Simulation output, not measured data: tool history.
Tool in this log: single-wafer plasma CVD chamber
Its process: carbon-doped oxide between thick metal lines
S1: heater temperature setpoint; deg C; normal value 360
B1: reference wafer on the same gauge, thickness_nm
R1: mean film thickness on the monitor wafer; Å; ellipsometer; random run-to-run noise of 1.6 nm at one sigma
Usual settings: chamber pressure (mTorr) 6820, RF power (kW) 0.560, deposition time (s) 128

run 1 hour=0.0 | S1=360 chamber_pressure_(mTorr)=6820 RF_power_(kW)=0.560 deposition_time_(s)=128 | B1=597.049 | R1=6960.83
run 2 hour=20.3 | S1=360 chamber_pressure_(mTorr)=6820 RF_power_(kW)=0.560 deposition_time_(s)=128 | B1=597.213 | R1=6929.62
run 3 hour=55.1 | S1=360 chamber_pressure_(mTorr)=6820 RF_power_(kW)=0.560 deposition_time_(s)=128 | B1=597.667 | R1=6944.76
run 4 hour=70.1 | S1=360 chamber_pressure_(mTorr)=6820 RF_power_(kW)=0.560 deposition_time_(s)=128 | B1=597.782 | R1=6940.04
run 5 hour=150.7 | S1=360 chamber_pressure_(mTorr)=6820 RF_power_(kW)=0.560 deposition_time_(s)=128 | B1=598.272 | R1=6926.43
-- hour=174.7 thermocouple changed; heater temperature recalibrated
run 6 hour=176.2 | S1=360 chamber_pressure_(mTorr)=6820 RF_power_(kW)=0.560 deposition_time_(s)=128 | B1=598.907 | R1=6968.60
-- hour=215.0 RF generator calibrated
-- hour=249.1 capacitance manometer re-zeroed and calibrated
run 7 hour=256.9 | S1=360 chamber_pressure_(mTorr)=6820 RF_power_(kW)=0.560 deposition_time_(s)=128 | B1=599.648 | R1=6965.48
-- hour=281.6 gauge calibrated
run 8 hour=292.2 | S1=360 chamber_pressure_(mTorr)=6820 RF_power_(kW)=0.560 deposition_time_(s)=128 | B1=594.761 | R1=6926.06
run 9 hour=315.4 | S1=360 chamber_pressure_(mTorr)=6820 RF_power_(kW)=0.560 deposition_time_(s)=128 | B1=594.793 | R1=6901.91
-- hour=334.4 showerhead replaced
run 10 hour=341.1 | S1=360 chamber_pressure_(mTorr)=6820 RF_power_(kW)=0.470 deposition_time_(s)=128 | B1=594.977 | R1=6330.95
run 11 hour=355.2 | S1=355 chamber_pressure_(mTorr)=6820 RF_power_(kW)=0.560 deposition_time_(s)=128 | B1=595.442 | R1=7012.91
run 12 hour=382.2 | S1=360 chamber_pressure_(mTorr)=6820 RF_power_(kW)=0.560 deposition_time_(s)=128 | B1=596.151 | R1=6913.38
run 13 hour=401.0 | S1=360 chamber_pressure_(mTorr)=6820 RF_power_(kW)=0.560 deposition_time_(s)=128 | B1=596.027 | R1=6925.63
run 14 hour=430.4 | S1=345 chamber_pressure_(mTorr)=6820 RF_power_(kW)=0.560 deposition_time_(s)=140 | B1=596.196 | R1=7870.99
run 15 hour=442.8 | S1=350 chamber_pressure_(mTorr)=6820 RF_power_(kW)=0.560 deposition_time_(s)=128 | B1=596.655 | R1=7129.16
run 16 hour=456.7 | S1=360 chamber_pressure_(mTorr)=6820 RF_power_(kW)=0.560 deposition_time_(s)=128 | B1=596.402 | R1=6907.27
run 17 hour=471.2 | S1=348 chamber_pressure_(mTorr)=6820 RF_power_(kW)=0.560 deposition_time_(s)=128 | B1=596.447 | R1=7127.47
run 18 hour=501.5 | S1=360 chamber_pressure_(mTorr)=8280 RF_power_(kW)=0.610 deposition_time_(s)=128 | B1=597.032 | R1=7398.72
run 19 hour=536.4 | S1=360 chamber_pressure_(mTorr)=6820 RF_power_(kW)=0.560 deposition_time_(s)=128 | B1=597.374 | R1=6936.42

Below are 3 alternative next runs, each starting from the tool's condition after run 19. Predict each:
run A hour=536.8 | S1=360 chamber_pressure_(mTorr)=7750 RF_power_(kW)=0.560 deposition_time_(s)=128 | B1=? | R1=?
run B hour=536.8 | S1=360 chamber_pressure_(mTorr)=7640 RF_power_(kW)=0.490 deposition_time_(s)=128 | B1=? | R1=?
run C hour=536.8 | S1=360 chamber_pressure_(mTorr)=6060 RF_power_(kW)=0.635 deposition_time_(s)=128 | B1=? | R1=?

run=A B1=597.088 R1=7054.57
run=B B1=597.088 R1=6582.88
run=C B1=597.088 R1=7238.60
Without the tool's unlogged condition, the same runs would have read:
run=A R1=7015.12
run=B R1=6546.06
run=C R1=7198.12

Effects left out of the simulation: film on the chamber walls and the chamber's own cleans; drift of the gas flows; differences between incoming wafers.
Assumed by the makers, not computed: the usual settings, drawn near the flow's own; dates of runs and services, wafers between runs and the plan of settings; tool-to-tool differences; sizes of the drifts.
